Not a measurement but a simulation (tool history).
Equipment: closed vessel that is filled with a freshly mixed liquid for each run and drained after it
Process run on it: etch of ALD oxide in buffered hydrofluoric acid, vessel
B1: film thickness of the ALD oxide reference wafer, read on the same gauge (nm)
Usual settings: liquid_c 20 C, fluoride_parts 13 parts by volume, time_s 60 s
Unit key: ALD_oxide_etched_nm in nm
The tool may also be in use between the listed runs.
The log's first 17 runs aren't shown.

run 18 hour=447.3 | liquid_c=17 fluoride_parts=13 time_s=30 | B1=129.99 | ALD_oxide_etched_nm=63.2
run 19 hour=463.7 | liquid_c=17 fluoride_parts=17 time_s=60 | B1=130.01 | ALD_oxide_etched_nm=97.38
run 20 hour=478.8 | liquid_c=20 fluoride_parts=13 time_s=60 | B1=130.04 | ALD_oxide_etched_nm=150.24
run 21 hour=503.7 | liquid_c=23 fluoride_parts=9 time_s=60 | B1=129.97 | ALD_oxide_etched_nm=242.93
run 22 hour=539.6 | liquid_c=21.5 fluoride_parts=13 time_s=35 | B1=130.03 | ALD_oxide_etched_nm=95.14
run 23 hour=569.5 | liquid_c=23.5 fluoride_parts=13 time_s=75 | B1=129.96 | ALD_oxide_etched_nm=228.1
run 24 hour=602.7 | liquid_c=20 fluoride_parts=16 time_s=85 | B1=129.95 | ALD_oxide_etched_nm=172.45
run 25 hour=615.2 | liquid_c=18 fluoride_parts=16 time_s=75 | B1=130 | ALD_oxide_etched_nm=135.2
run 26 hour=641.4 | liquid_c=18.5 fluoride_parts=10 time_s=90 | B1=130.05 | ALD_oxide_etched_nm=264.59
run 27 hour=655.9 | liquid_c=20 fluoride_parts=13 time_s=60 | B1=130.01 | ALD_oxide_etched_nm=148.46
run 28 hour=670.4 | liquid_c=20 fluoride_parts=15.5 time_s=80 | B1=130 | ALD_oxide_etched_nm=165.87
run 29 hour=696 | liquid_c=17 fluoride_parts=13 time_s=80 | B1=130.02 | ALD_oxide_etched_nm=168.08
run 30 hour=713.2 | liquid_c=20 fluoride_parts=13 time_s=35 | B1=130 | ALD_oxide_etched_nm=86.6
run 31 hour=734.2 | liquid_c=20 fluoride_parts=13 time_s=60 | B1=130.01 | ALD_oxide_etched_nm=147.7
run 32 hour=768.8 | liquid_c=23.5 fluoride_parts=15 time_s=60 | B1=129.99 | ALD_oxide_etched_nm=155.84
run 33 hour=781.3 | liquid_c=24 fluoride_parts=10 time_s=60 | B1=129.99 | ALD_oxide_etched_nm=236.6

Consider 5 possible next runs. They are alternatives, not a sequence: every one starts from the tool as it was left by run 33. What does each give?
run A hour=782 | liquid_c=20 fluoride_parts=13 time_s=40 | B1=? | ALD_oxide_etched_nm=?
run B hour=782 | liquid_c=18.5 fluoride_parts=14.5 time_s=30 | B1=? | ALD_oxide_etched_nm=?
run C hour=782 | liquid_c=22.5 fluoride_parts=11 time_s=60 | B1=? | ALD_oxide_etched_nm=?
run D hour=782 | liquid_c=25 fluoride_parts=15 time_s=85 | B1=? | ALD_oxide_etched_nm=?
run E hour=782 | liquid_c=20 fluoride_parts=15 time_s=40 | B1=? | ALD_oxide_etched_nm=?

run=A B1=130.02 ALD_oxide_etched_nm=98.22
run=B B1=130.02 ALD_oxide_etched_nm=60.81
run=C B1=130.02 ALD_oxide_etched_nm=199.34
run=D B1=130.02 ALD_oxide_etched_nm=238.95
run=E B1=130.02 ALD_oxide_etched_nm=85.34
Without the tool's hidden state the same runs would have given:
run=A ALD_oxide_etched_nm=100.13
run=B ALD_oxide_etched_nm=62
run=C ALD_oxide_etched_nm=203.21
run=D ALD_oxide_etched_nm=243.61
run=E ALD_oxide_etched_nm=87.01

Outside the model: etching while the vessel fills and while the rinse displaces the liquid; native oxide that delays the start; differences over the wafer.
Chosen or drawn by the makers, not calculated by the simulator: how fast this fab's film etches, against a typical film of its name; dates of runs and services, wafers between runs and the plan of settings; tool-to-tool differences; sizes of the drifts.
